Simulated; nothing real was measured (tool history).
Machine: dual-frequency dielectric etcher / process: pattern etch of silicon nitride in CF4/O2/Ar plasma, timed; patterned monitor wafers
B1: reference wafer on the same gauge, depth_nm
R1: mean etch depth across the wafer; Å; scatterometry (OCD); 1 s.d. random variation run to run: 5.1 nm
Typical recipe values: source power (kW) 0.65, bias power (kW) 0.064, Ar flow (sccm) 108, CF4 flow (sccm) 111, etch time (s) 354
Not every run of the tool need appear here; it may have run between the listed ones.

Run 1, hour 0: usual settings; B1 840.4. Result: R1 10267 Å.
At hour 31.3: gauge calibrated.
At hour 72.9: upper electrode replaced.
Run 2, hour 89.3: usual settings; B1 839.4. Result: R1 10236 Å.
Run 3, hour 158.4: usual settings; B1 841.2. Result: R1 10230 Å.
Run 4, hour 219.8: usual settings but CF4 flow (sccm) 126, etch time (s) 260.5; B1 838.5. Result: R1 7519 Å.
Run 5, hour 253.3: usual settings; B1 840. Result: R1 10193 Å.
At hour 299.9: Ar flow controller replaced.
Run 6, hour 314.2: usual settings but source power (kW) 0.58, bias power (kW) 0.07, CF4 flow (sccm) 103, etch time (s) 390; B1 840.8. Result: R1 10734 Å.
At hour 339.5: wet clean of the chamber.
At hour 365.3: bias power generator calibrated.
Run 7, hour 365.8: usual settings but source power (kW) 0.55, Ar flow (sccm) 89, CF4 flow (sccm) 91, etch time (s) 411.5; B1 839.5. Result: R1 10659 Å.
Run 8, hour 391.6: usual settings; B1 839.9. Result: R1 10150 Å.
Run 9, hour 422.4: usual settings but Ar flow (sccm) 127, CF4 flow (sccm) 119; B1 838.4. Result: R1 10056 Å.
Run 10, hour 464.6: usual settings but source power (kW) 0.49; B1 840.5. Result: R1 8371 Å.
Run 11, hour 536.5: usual settings but source power (kW) 0.73, bias power (kW) 0.051; B1 840.1. Result: R1 9936 Å.
At hour 577.6: source power generator calibrated.
Run 12, hour 591.5: usual settings but CF4 flow (sccm) 96; B1 838.8. Result: R1 10024 Å.
Run 13, hour 619.7: usual settings but source power (kW) 0.6, bias power (kW) 0.076; B1 841. Result: R1 10553 Å.
Run 14, hour 675.9: usual settings but Ar flow (sccm) 88, CF4 flow (sccm) 135; B1 839. Result: R1 10675 Å.
Run 15, hour 731.1: usual settings but source power (kW) 0.74, bias power (kW) 0.053; B1 838.1. Result: R1 10232 Å.
Run 16, hour 781.6: usual settings but Ar flow (sccm) 87; B1 840.2. Result: R1 10458 Å.
Run 17, hour 814.9: usual settings but bias power (kW) 0.079, CF4 flow (sccm) 132, etch time (s) 393.5; B1 839.9. Result: R1 12899 Å.
Run 18, hour 840.9: usual settings but Ar flow (sccm) 85; B1 839.2. Result: R1 10559 Å.
At hour 846.1: gauge calibrated.
At hour 899.1: wet clean of the chamber.
Run 19, hour 899.6: usual settings but CF4 flow (sccm) 91, etch time (s) 415; B1 839.9. Result: R1 11795 Å.
Run 20, hour 929: usual settings but bias power (kW) 0.058, CF4 flow (sccm) 83; B1 841.3. Result: R1 9526 Å.

What if the next run were any one of these 5? Each begins from the tool's condition after run 20:
Run A, hour 929.5: usual settings; B1 ?. Result: R1 ?.
Run B, hour 929.5: usual settings but bias power (kW) 0.054, Ar flow (sccm) 126, etch time (s) 310; B1 ?. Result: R1 ?.
Run C, hour 929.5: usual settings but etch time (s) 456; B1 ?. Result: R1 ?.
Run D, hour 929.5: usual settings but source power (kW) 0.71; B1 ?. Result: R1 ?.
Run E, hour 929.5: usual settings but Ar flow (sccm) 98, CF4 flow (sccm) 90, etch time (s) 433; B1 ?. Result: R1 ?.

run     B1     R1
  A  839.9  10265
  B  839.9   8032
  C  839.9  13223
  D  839.9  10941
  E  839.9  12582
Stripped of hidden state, with their random variation kept, the same runs would have yielded:
run     R1
  A  10265
  B   8032
  C  13223
  D  10941
  E  12582
